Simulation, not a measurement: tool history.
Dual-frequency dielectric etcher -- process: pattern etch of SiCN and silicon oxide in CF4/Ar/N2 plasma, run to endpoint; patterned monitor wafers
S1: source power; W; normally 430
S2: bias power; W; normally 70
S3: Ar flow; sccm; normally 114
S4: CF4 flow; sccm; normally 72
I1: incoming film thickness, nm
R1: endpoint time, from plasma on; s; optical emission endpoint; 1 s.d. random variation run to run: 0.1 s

{"run": 1, "day": 0.0, "S1": 430, "S2": 70, "S3": 114, "S4": 72, "I1": 16.67, "R1": 23.6}
{"run": 2, "day": 1.758, "S1": 430, "S2": 70, "S3": 114, "S4": 72, "I1": 16.51, "R1": 23.1}
{"run": 3, "day": 7.229, "S1": 430, "S2": 70, "S3": 114, "S4": 72, "I1": 16.46, "R1": 23.1}
{"run": 4, "day": 10.15, "S1": 430, "S2": 70, "S3": 114, "S4": 72, "I1": 16.63, "R1": 23.3}
{"day": 11.846, "done": "wet clean of the chamber"}
{"run": 5, "day": 12.546, "S1": 430, "S2": 70, "S3": 114, "S4": 72, "I1": 16.51, "R1": 23.2}
{"run": 6, "day": 13.854, "S1": 430, "S2": 70, "S3": 114, "S4": 72, "I1": 16.46, "R1": 23.1}
{"day": 14.571, "done": "CF4 flow controller replaced"}
{"run": 7, "day": 15.708, "S1": 460, "S2": 65, "S3": 114, "S4": 72, "I1": 16.49, "R1": 22.1}
{"run": 8, "day": 18.508, "S1": 460, "S2": 65, "S3": 114, "S4": 72, "I1": 16.37, "R1": 22.1}
{"day": 20.258, "done": "source power generator calibrated"}
{"day": 21.483, "done": "upper electrode replaced"}
{"run": 9, "day": 21.504, "S1": 460, "S2": 65, "S3": 114, "S4": 72, "I1": 16.49, "R1": 21.2}
{"run": 10, "day": 24.296, "S1": 430, "S2": 70, "S3": 114, "S4": 55, "I1": 16.34, "R1": 22.6}
{"run": 11, "day": 25.629, "S1": 480, "S2": 70, "S3": 141, "S4": 72, "I1": 16.45, "R1": 20.5}
{"run": 12, "day": 27.429, "S1": 500, "S2": 65, "S3": 105, "S4": 62, "I1": 16.53, "R1": 19.6}
{"run": 13, "day": 29.783, "S1": 370, "S2": 61, "S3": 114, "S4": 72, "I1": 16.49, "R1": 27.6}
{"day": 30.242, "done": "bias power generator calibrated"}
{"run": 14, "day": 32.721, "S1": 460, "S2": 65, "S3": 114, "S4": 72, "I1": 16.54, "R1": 21.4}
{"day": 34.033, "done": "wet clean of the chamber"}
{"run": 15, "day": 34.054, "S1": 430, "S2": 82, "S3": 130, "S4": 72, "I1": 16.49, "R1": 21.7}
{"run": 16, "day": 36.371, "S1": 430, "S2": 70, "S3": 130, "S4": 72, "I1": 16.4, "R1": 23.0}
{"day": 36.742, "done": "Ar flow controller replaced"}
{"run": 17, "day": 38.3, "S1": 530, "S2": 79, "S3": 137, "S4": 65, "I1": 16.62, "R1": 18.4}
{"run": 18, "day": 41.288, "S1": 430, "S2": 70, "S3": 114, "S4": 72, "I1": 16.46, "R1": 22.7}
{"run": 19, "day": 42.358, "S1": 390, "S2": 75, "S3": 114, "S4": 88, "I1": 16.69, "R1": 24.3}
{"run": 20, "day": 44.746, "S1": 350, "S2": 54, "S3": 138, "S4": 72, "I1": 16.51, "R1": 32.4}
{"run": 21, "day": 47.221, "S1": 430, "S2": 70, "S3": 138, "S4": 72, "I1": 16.47, "R1": 23.6}
{"run": 22, "day": 49.342, "S1": 500, "S2": 77, "S3": 127, "S4": 67, "I1": 16.43, "R1": 19.4}
{"run": 23, "day": 51.221, "S1": 350, "S2": 70, "S3": 114, "S4": 72, "I1": 16.45, "R1": 28.6}

Here are 5 independent what-if runs from the current tool condition. What would each one return?
{"run": "A", "day": 51.238, "S1": 430, "S2": 70, "S3": 114, "S4": 72, "I1": 16.68, "R1": "?"}
{"run": "B", "day": 51.238, "S1": 530, "S2": 70, "S3": 95, "S4": 72, "I1": 16.68, "R1": "?"}
{"run": "C", "day": 51.238, "S1": 330, "S2": 52, "S3": 89, "S4": 81, "I1": 16.68, "R1": "?"}
{"run": "D", "day": 51.238, "S1": 430, "S2": 70, "S3": 114, "S4": 86, "I1": 16.68, "R1": "?"}
{"run": "E", "day": 51.238, "S1": 430, "S2": 58, "S3": 114, "S4": 61, "I1": 16.68, "R1": "?"}

run=A R1=23.3
run=B R1=18.2
run=C R1=32.9
run=D R1=22.9
run=E R1=25.4
With no hidden state in the tool, these same runs would have given:
run=A R1=22.4
run=B R1=17.4
run=C R1=31.5
run=D R1=22.0
run=E R1=24.4

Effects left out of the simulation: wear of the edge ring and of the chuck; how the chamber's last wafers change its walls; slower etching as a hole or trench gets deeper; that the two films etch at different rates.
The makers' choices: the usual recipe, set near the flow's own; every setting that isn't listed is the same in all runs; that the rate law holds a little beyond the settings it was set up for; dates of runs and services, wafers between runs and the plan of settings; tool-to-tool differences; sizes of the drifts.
